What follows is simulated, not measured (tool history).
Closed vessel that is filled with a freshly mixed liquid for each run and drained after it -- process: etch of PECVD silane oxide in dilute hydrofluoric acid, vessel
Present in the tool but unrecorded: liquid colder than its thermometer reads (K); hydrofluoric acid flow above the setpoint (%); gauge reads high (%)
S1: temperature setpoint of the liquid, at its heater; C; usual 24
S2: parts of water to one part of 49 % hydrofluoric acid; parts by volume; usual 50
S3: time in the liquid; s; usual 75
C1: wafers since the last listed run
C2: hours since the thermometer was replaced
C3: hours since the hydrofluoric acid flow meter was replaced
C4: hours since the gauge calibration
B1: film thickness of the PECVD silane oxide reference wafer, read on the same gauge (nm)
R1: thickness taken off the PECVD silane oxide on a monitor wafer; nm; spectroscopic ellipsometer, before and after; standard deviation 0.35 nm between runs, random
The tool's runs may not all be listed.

| run | hour | S1 | S2 | S3 | C1 | C2 | C3 | C4 | B1 | R1 |
|---|---|---|---|---|---|---|---|---|---|---|
| 1 | 0 | 24 | 50 | 75 | 0 | 1357.6 | 1208.1 | 40.2 | 50.02 | 44.63 |
| 2 | 61.7 | 24 | 50 | 75 | 4216 | 1419.3 | 1269.8 | 101.9 | 49.98 | 44.85 |
| 3 | 146.5 | 24 | 50 | 95 | 5794 | 1504.1 | 1354.6 | 186.7 | 50 | 57.05 |
| 4 | 218.4 | 24 | 50 | 95 | 4912 | 1576 | 1426.5 | 258.6 | 50 | 56.94 |
| 5 | 291.5 | 24 | 40 | 75 | 4994 | 1649.1 | 1499.6 | 331.7 | 49.98 | 57.01 |
| 6 | 393.1 | 24 | 50 | 75 | 6942 | 1750.7 | 1601.2 | 433.3 | 50.01 | 44.91 |
| 7 | 431.7 | 24 | 50 | 75 | 2637 | 1789.3 | 1639.8 | 471.9 | 49.99 | 45.14 |
|  | 438.1 | thermometer replaced |
| 8 | 527.7 | 24 | 50 | 75 | 6491 | 89.6 | 1735.8 | 567.9 | 50 | 45.39 |
| 9 | 588.2 | 26.5 | 65 | 100 | 4134 | 150.1 | 1796.3 | 628.4 | 49.99 | 50.9 |
| 10 | 643.5 | 27 | 60 | 55 | 3778 | 205.4 | 1851.6 | 683.7 | 49.98 | 30.98 |
|  | 648.4 | gauge calibrated |
| 11 | 726.7 | 28 | 40 | 95 | 5685 | 288.6 | 1934.8 | 78.3 | 50 | 86.18 |
|  | 738.5 | hydrofluoric acid flow meter replaced |
| 12 | 815.3 | 26.5 | 50 | 75 | 5985 | 377.2 | 76.8 | 166.9 | 50.01 | 48.46 |
| 13 | 868.2 | 27.5 | 60 | 95 | 3614 | 430.1 | 129.7 | 219.8 | 50 | 51.78 |
| 14 | 939.1 | 24 | 50 | 75 | 4844 | 501 | 200.6 | 290.7 | 49.97 | 43.24 |
| 15 | 1043.6 | 27 | 35 | 95 | 7140 | 605.5 | 305.1 | 395.2 | 50.01 | 91.93 |
| 16 | 1083.3 | 22 | 65 | 90 | 2712 | 645.2 | 344.8 | 434.9 | 50.01 | 36.27 |

Alternative continuations, all from the tool just after run 16; predict every row:
| A | 1084 | 24 | 50 | 75 | 47 | 645.9 | 345.5 | 435.6 | ? | ? |
| B | 1084 | 24 | 70 | 100 | 47 | 645.9 | 345.5 | 435.6 | ? | ? |
| C | 1084 | 29 | 65 | 90 | 47 | 645.9 | 345.5 | 435.6 | ? | ? |
| D | 1084 | 24 | 30 | 75 | 47 | 645.9 | 345.5 | 435.6 | ? | ? |

| run | B1 | R1 |
|---|---|---|
| A | 50 | 43.94 |
| B | 50 | 40.78 |
| C | 50 | 48.56 |
| D | 50 | 75.19 |
Had the tool no hidden state, the same runs would have come out as:
| run | R1 |
|---|---|
| A | 43.15 |
| B | 40.03 |
| C | 47.66 |
| D | 73.86 |

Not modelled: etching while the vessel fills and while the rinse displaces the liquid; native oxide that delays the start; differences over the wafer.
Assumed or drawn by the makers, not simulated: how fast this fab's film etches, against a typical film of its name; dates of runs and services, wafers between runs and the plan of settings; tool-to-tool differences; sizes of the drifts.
